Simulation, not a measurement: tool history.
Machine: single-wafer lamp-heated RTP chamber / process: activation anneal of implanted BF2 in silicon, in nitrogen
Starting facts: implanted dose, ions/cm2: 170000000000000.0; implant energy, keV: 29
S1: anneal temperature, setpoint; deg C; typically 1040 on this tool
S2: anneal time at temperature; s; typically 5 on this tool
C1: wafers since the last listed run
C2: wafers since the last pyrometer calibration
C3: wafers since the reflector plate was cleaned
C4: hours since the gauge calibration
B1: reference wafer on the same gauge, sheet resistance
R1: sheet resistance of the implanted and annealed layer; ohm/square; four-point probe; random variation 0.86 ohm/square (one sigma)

run,hour,S1,S2,C1,C2,C3,C4,B1,R1
1,0,1040,3,0,2250,7863,752.2,514.82,570.69
2,70.8,1040,3,692,2942,8555,823,514.62,569.72
3,131.5,1040,5,593,3535,9148,883.7,514.33,568.56
4,174.9,1040,5,424,3960,9573,927.1,514.07,568.4
5,200.8,1040,5,253,4213,9826,953,514.01,568.76
6,246.5,1040,5,446,4659,10273,998.7,513.78,567.47
7,349.1,1049,5,1002,5662,11275,1101.3,513.04,566.26
8,411.2,1049,5,606,6269,11882,1163.4,512.8,565.1
9,450.8,1040,5,387,6656,12269,1203,512.56,567.56
10,495.4,1054,6,435,7092,12705,1247.6,511.94,564.69
11,552.3,1054,6,556,7648,13261,1304.5,511.69,565.06
# hour 571.3: pyrometer window cleaned and pyrometer calibrated
12,726.9,1056,5,1628,1521,14890,1479.1,510.34,563.6
13,759.3,1056,5,316,1838,15207,1511.5,510.12,562.28
# hour 784.5: reflector plate cleaned
14,809.3,1040,5,410,2248,242,1561.5,509.61,562.94
15,879.8,1040,5,689,2937,931,1632,508.9,563.05
# hour 940.1: gauge calibrated
16,943.4,1040,4,621,3559,1553,3.3,518.51,574.45
17,1010.8,1069,5,658,4218,2212,70.7,518.55,572.33
18,1053.1,1050,4,413,4631,2625,113,518.6,574.85
19,1078.5,1040,5,248,4879,2873,138.4,518.51,574.4
20,1139.8,1040,5,599,5478,3472,199.7,518.44,574.23
21,1183.6,1040,5,428,5907,3901,243.5,518.41,575.59
22,1211.7,1040,6,274,6181,4175,271.6,518.32,572.85
23,1248.1,1067,4,355,6537,4531,308,518.24,572.01
24,1318.7,1010,8,690,7227,5221,378.6,518.08,573.26
25,1384.1,1023,5,639,7866,5860,444,517.94,575.17
26,1429.6,1040,8,444,8311,6305,489.5,517.82,572.03
# hour 1445.3: pyrometer window cleaned and pyrometer calibrated
27,1498.9,1014,6,599,524,6904,558.8,517.58,572.43
28,1549.7,1014,8,496,1020,7401,609.6,517.54,572.25
29,1574.4,1011,5,241,1262,7642,634.3,517.42,573.69
30,1644.8,1013,7,688,1950,8330,704.7,517.25,573.63
31,1690.5,1018,7,446,2397,8777,750.4,516.95,572.28
32,1721,1040,6,298,2695,9075,780.9,516.88,572.09

What will run 33 give?
33,1765,1063,6,430,3125,9505,824.9,?,?

Run 33 measured B1 516.75, R1 569.52 ohm/square.
Had the tool carried no hidden state, the very same run would have given R1 571.07 ohm/square.

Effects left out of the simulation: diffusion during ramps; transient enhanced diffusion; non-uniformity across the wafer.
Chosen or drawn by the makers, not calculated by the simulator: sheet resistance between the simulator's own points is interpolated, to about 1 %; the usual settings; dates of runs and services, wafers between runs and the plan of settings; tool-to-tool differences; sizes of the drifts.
